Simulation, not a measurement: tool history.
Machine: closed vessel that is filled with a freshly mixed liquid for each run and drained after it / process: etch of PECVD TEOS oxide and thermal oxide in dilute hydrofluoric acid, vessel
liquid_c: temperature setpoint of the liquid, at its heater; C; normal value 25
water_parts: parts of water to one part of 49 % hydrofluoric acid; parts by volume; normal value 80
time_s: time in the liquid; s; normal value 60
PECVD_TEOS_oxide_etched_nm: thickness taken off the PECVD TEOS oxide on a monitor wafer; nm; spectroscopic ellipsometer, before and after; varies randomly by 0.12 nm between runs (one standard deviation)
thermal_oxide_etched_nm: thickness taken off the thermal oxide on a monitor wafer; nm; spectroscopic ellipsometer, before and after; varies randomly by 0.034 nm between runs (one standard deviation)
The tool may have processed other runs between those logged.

run	hour	liquid_c	water_parts	time_s	read-back film thickness of the PECVD TEOS oxide reference wafer, read on the same gauge (nm)	read-back film thickness of the thermal oxide reference wafer, read on the same gauge (nm)	PECVD_TEOS_oxide_etched_nm	thermal_oxide_etched_nm
1	0	25	80	60	40.01	89.976	15.15	3.788
# hour 58.9: thermometer replaced
2	63.5	25	80	60	40	89.981	15.08	3.777
3	143.6	25	110	60	40.03	90.033	10.43	2.638
4	229.2	25	110	60	40.01	90.037	10.45	2.665
5	293.4	24	80	50	40.01	90.018	11.95	3.058
6	340.1	21.5	70	60	40.02	90.01	14.76	3.745
7	393.2	25	80	60	39.98	89.969	14.87	3.741
# hour 478.8: gauge calibrated
8	490.8	25	80	60	40.03	89.983	14.93	3.768
9	542.9	25	80	60	40	90	14.77	3.747
10	606.3	26.5	100	85	39.99	89.988	17.03	4.339
11	646.3	27.5	40	70	40.02	89.995	40.55	10.259
12	728.4	20.5	110	60	40.01	89.977	8.63	2.147
13	784.7	23	60	60	40.01	90.021	18.62	4.712
# hour 797.1: thermometer replaced
14	868.5	28	100	60	39.98	89.991	12.93	3.246
# hour 930.3: hydrofluoric acid flow meter replaced
15	974.8	28	105	50	40.03	89.995	10.45	2.64
16	1020	23	110	60	39.98	89.994	9.68	2.505
17	1104.4	23	60	40	39.99	90.001	12.64	3.177
18	1171.4	26.5	80	60	40	90.007	15.76	4.005
19	1217.6	25	80	40	39.98	89.998	9.92	2.523
20	1267.5	27	45	90	40.03	89.998	45.21	11.604
# hour 1475.1: thermometer replaced
21	1560.9	23	80	30	40.01	89.994	6.76	1.732
22	1624.6	21.5	80	35	40.01	90.023	7.55	1.925
23	1675.6	25	65	75	40.01	89.983	22.94	5.915
24	1980.6	27	45	85	39.99	90.024	42.68	10.642
25	2035	25	80	60	40.03	89.991	14.59	3.749

Consider 5 possible next runs. They are alternatives, not a sequence: every one starts from the tool as it was left by run 25. What does each give?
A	2035.7	25	80	60	?	?	?	?
B	2035.7	22.5	45	30	?	?	?	?
C	2035.7	28	50	60	?	?	?	?
D	2035.7	25	80	95	?	?	?	?
E	2035.7	29	80	30	?	?	?	?

run	read-back film thickness of the PECVD TEOS oxide reference wafer, read on the same gauge (nm)	read-back film thickness of the thermal oxide reference wafer, read on the same gauge (nm)	PECVD_TEOS_oxide_etched_nm	thermal_oxide_etched_nm
A	40.04	89.983	14.68	3.763
B	40.04	89.983	12.34	3.165
C	40.04	89.983	27.61	7.079
D	40.04	89.983	23.24	5.958
E	40.04	89.983	8.58	2.2
Take away the tool's hidden state, keep each run's random variation, and the runs would have read:
run	PECVD_TEOS_oxide_etched_nm	thermal_oxide_etched_nm
A	15.18	3.891
B	12.75	3.268
C	28.53	7.313
D	24.03	6.162
E	8.88	2.276
